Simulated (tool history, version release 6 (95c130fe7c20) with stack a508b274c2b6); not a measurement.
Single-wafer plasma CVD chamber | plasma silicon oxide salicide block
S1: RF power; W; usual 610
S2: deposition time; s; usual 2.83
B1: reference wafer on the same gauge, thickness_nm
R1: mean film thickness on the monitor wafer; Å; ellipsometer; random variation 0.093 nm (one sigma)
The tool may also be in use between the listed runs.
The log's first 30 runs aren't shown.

| run | day | S1 | S2 | B1 | R1 |
|---|---|---|---|---|---|
| 31 | 60.962 | 610 | 3.18 | 26.927 | 318.69 |
|  | 62.862 | gauge calibrated |
| 32 | 63.475 | 515 | 2.46 | 26.933 | 239.6 |
| 33 | 66.392 | 610 | 2.83 | 26.927 | 282.4 |
| 34 | 69.329 | 645 | 3.08 | 26.869 | 311.91 |
| 35 | 71.708 | 730 | 3.3 | 26.933 | 344.13 |
| 36 | 73.404 | 610 | 2.49 | 26.864 | 249.39 |
| 37 | 74.462 | 565 | 2.57 | 26.936 | 254.25 |
| 38 | 77.4 | 610 | 2.83 | 26.939 | 284.18 |
| 39 | 79.862 | 720 | 2.5 | 26.938 | 259.81 |
| 40 | 82.296 | 725 | 3.27 | 26.911 | 340.54 |
| 41 | 83.367 | 705 | 3.28 | 26.91 | 337.98 |
| 42 | 85.55 | 515 | 2.51 | 26.945 | 243.14 |
| 43 | 87.304 | 610 | 2.67 | 26.878 | 267.76 |
| 44 | 89.804 | 610 | 2.83 | 26.891 | 282.81 |

Forecast each of these 4 alternatives for the next run:
| A | 89.821 | 610 | 2.29 | ? | ? |
| B | 89.821 | 535 | 3.26 | ? | ? |
| C | 89.821 | 525 | 2.83 | ? | ? |
| D | 89.821 | 610 | 3.04 | ? | ? |

| run | B1 | R1 |
|---|---|---|
| A | 26.959 | 229.89 |
| B | 26.959 | 318.65 |
| C | 26.959 | 275.59 |
| D | 26.959 | 305.18 |
Without the tool's hidden state the same runs would have given:
| run | R1 |
|---|---|
| A | 230.97 |
| B | 320.15 |
| C | 276.88 |
| D | 306.62 |
